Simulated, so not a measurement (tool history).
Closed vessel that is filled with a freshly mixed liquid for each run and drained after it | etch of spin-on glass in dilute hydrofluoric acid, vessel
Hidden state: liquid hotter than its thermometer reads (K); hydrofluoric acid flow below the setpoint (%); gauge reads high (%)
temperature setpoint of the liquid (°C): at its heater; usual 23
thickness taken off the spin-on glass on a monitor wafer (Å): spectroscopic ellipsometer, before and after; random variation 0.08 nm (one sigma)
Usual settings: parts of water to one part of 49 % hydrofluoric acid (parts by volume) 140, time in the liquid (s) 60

run   hour  temperature setpoint of the liquid (°C)  parts of water to one part of 49 % hydrofluoric acid (parts by volume)  time in the liquid (s)  wafers since the last listed run  hours since the thermometer was replaced  hours since the hydrofluoric acid flow meter was replaced  hours since the gauge calibration  read-back film thickness of the spin-on glass reference wafer, read on the same gauge (nm)  thickness taken off the spin-on glass on a monitor wafer (Å)
  1      0                                       23                                                                     140                      60                                 0                                    2170.3                                                      458.9                              384.9                                                                                      100.01                                                         180.7
  2   84.3                                       23                                                                     140                      60                             10318                                    2254.6                                                      543.2                              469.2                                                                                       99.97                                                         181.9
  3  108.9                                       23                                                                     140                      60                              3010                                    2279.2                                                      567.8                              493.8                                                                                      100.02                                                         182.4
  4  124.8                                       23                                                                     140                      60                              1946                                    2295.1                                                      583.7                              509.7                                                                                      100.02                                                         182.4
  5  143.5                                       23                                                                     140                      60                              2288                                    2313.8                                                      602.4                              528.4                                                                                      100.02                                                         182.6
  6  172.2                                       23                                                                      90                      60                              3512                                    2342.5                                                      631.1                              557.1                                                                                      100.01                                                         301.2
  7  195.3                                       23                                                                      90                      60                              2827                                    2365.6                                                      654.2                              580.2                                                                                       99.99                                                           305
  8  214.2                                       23                                                                     140                      60                              2313                                    2384.5                                                      673.1                              599.1                                                                                       99.98                                                         183.2
  9  236.3                                       23                                                                     140                      35                              2704                                    2406.6                                                      695.2                              621.2                                                                                      100.02                                                         106.6
 10  252.9                                       23                                                                     140                      35                              2031                                    2423.2                                                      711.8                              637.8                                                                                       99.97                                                         107.4
     278.9  -- thermometer replaced
 11  281.7                                       23                                                                     140                      60                              3402                                       2.8                                                      740.6                              666.6                                                                                       99.95                                                         166.3
 12    311                                       23                                                                     140                      60                              3586                                      32.1                                                      769.9                              695.9                                                                                         100                                                         165.1
 13  333.2                                       23                                                                     140                      60                              2717                                      54.3                                                      792.1                              718.1                                                                                       99.99                                                         165.3
     343.9  -- gauge calibrated
 14  356.2                                       23                                                                     140                      60                              2815                                      77.3                                                      815.1                               12.3                                                                                         100                                                         166.3
 15  369.8                                       23                                                                     140                      45                              1664                                      90.9                                                      828.7                               25.9                                                                                      100.01                                                         123.2
 16  390.9                                       23                                                                     140                      60                              2582                                       112                                                      849.8                                 47                                                                                         100                                                         164.9
 17    451                                       23                                                                     140                      50                              7356                                     172.1                                                      909.9                              107.1                                                                                         100                                                         137.9
 18    480                                       27                                                                     200                      40                              3549                                     201.1                                                      938.9                              136.1                                                                                       99.98                                                          83.3
 19    502                                       23                                                                     140                      60                              2692                                     223.1                                                      960.9                              158.1                                                                                      100.03                                                           165
 20  521.2                                       23                                                                      80                      40                              2350                                     242.3                                                      980.1                              177.3                                                                                      100.03                                                         206.9
 21  535.6                                       20                                                                     160                      30                              1762                                     256.7                                                      994.5                              191.7                                                                                         100                                                          62.6
 22    552                                       23                                                                     140                      60                              2007                                     273.1                                                     1010.9                              208.1                                                                                      100.02                                                           165
 23  583.5                                       19                                                                     120                      60                              3855                                     304.6                                                     1042.4                              239.6                                                                                      100.01                                                         168.9
 24  614.8                                       26                                                                     190                      90                              3831                                     335.9                                                     1073.7                              270.9                                                                                       99.99                                                         193.6
 25  650.5                                     18.5                                                                     140                      80                              4369                                     371.6                                                     1109.4                              306.6                                                                                       99.97                                                         184.7
 26    672                                       26                                                                     115                      45                              2631                                     393.1                                                     1130.9                              328.1                                                                                      100.01                                                         173.9
     676.8  -- hydrofluoric acid flow meter replaced
 27  698.2                                       21                                                                     100                      40                              3084                                     419.3                                                       21.4                              354.3                                                                                       99.99                                                         154.3
 28  725.2                                     27.5                                                                     195                      60                              3304                                     446.3                                                       48.4                              381.3                                                                                       99.99                                                           136
 29  745.3                                       21                                                                     140                      40                              2460                                     466.4                                                       68.5                              401.4                                                                                       99.99                                                         106.5
 30  769.5                                     20.5                                                                     105                      90                              2961                                     490.6                                                       92.7                              425.6                                                                                       99.99                                                         323.4
 31  792.3                                       23                                                                     140                      60                              2790                                     513.4                                                      115.5                              448.4                                                                                      100.03                                                         171.5
 32  871.7                                       23                                                                     210                      50                              9718                                     592.8                                                      194.9                              527.8                                                                                         100                                                          87.5
 33  888.3                                       21                                                                     140                      60                              2031                                     609.4                                                      211.5                              544.4                                                                                       99.98                                                         157.9

The same runs without the tool's hidden state, with the same run-to-run variation:
run  thickness taken off the spin-on glass on a monitor wafer (Å)
  1                                                         167.3
  2                                                         168.4
  3                                                         168.8
  4                                                         168.9
  5                                                           169
  6                                                         277.6
  7                                                         281.1
  8                                                         169.7
  9                                                          98.7
 10                                                          99.4
 11                                                         170.4
 12                                                         169.2
 13                                                         169.4
 14                                                         170.4
 15                                                         126.3
 16                                                           169
 17                                                         141.3
 18                                                          85.6
 19                                                         169.1
 20                                                         211.6
 21                                                          64.2
 22                                                           169
 23                                                         172.7
 24                                                         198.9
 25                                                         189.1
 26                                                         178.1
 27                                                         152.3
 28                                                         134.7
 29                                                         105.2
 30                                                         319.2
 31                                                         169.5
 32                                                          86.6
 33                                                         155.9
